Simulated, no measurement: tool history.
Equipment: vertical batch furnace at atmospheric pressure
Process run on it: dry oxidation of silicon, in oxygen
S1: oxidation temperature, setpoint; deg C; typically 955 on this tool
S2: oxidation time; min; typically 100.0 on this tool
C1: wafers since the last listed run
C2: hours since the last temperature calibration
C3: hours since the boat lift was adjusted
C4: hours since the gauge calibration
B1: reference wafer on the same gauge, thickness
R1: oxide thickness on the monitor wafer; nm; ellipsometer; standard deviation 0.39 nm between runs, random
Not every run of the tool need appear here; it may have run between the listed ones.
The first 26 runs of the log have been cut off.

run	day	S1	S2	C1	C2	C3	C4	B1	R1
27	56.775	978	100.0	237	790.9	587.1	30.3	98.67	94.56
28	59.196	976	126.5	534	849.0	645.2	88.4	98.76	104.45
29	60.779	945	68.5	349	887.0	683.2	126.4	98.78	67.80
30	63.042	955	100.0	499	941.3	737.5	180.7	98.71	83.73
31	64.262	955	100.0	269	970.6	766.8	210.0	98.67	83.31
32	66.396	976	126.0	470	1021.8	818.0	261.2	98.77	104.79
33	69.088	934	66.0	593	1086.4	882.6	325.8	98.77	64.02
34	70.175	955	100.0	239	1112.5	908.7	351.9	98.65	83.47
35	72.696	955	100.0	556	1173.0	969.2	412.4	98.69	83.95
36	73.958	955	100.0	278	1203.3	999.5	442.7	98.75	83.35
37	75.354	965	59.5	307	1236.8	1033.0	476.2	98.80	70.03
38	79.979	947	79.0	1020	1347.8	1144.0	587.2	98.72	72.11
39	81.271	968	64.0	284	1378.8	1175.0	618.2	98.57	72.96

Predict each of these 4 candidate next runs independently; none follows another, all start after run 39:
A	81.496	955	100.0	49	1384.2	1180.4	623.6	?	?
B	81.496	935	67.0	49	1384.2	1180.4	623.6	?	?
C	81.496	955	59.5	49	1384.2	1180.4	623.6	?	?
D	81.496	935	53.5	49	1384.2	1180.4	623.6	?	?

run	B1	R1
A	98.66	82.98
B	98.66	64.21
C	98.66	66.95
D	98.66	59.50
Without the tool's unlogged condition, the same runs would have read:
run	R1
A	83.85
B	64.77
C	67.54
D	59.96
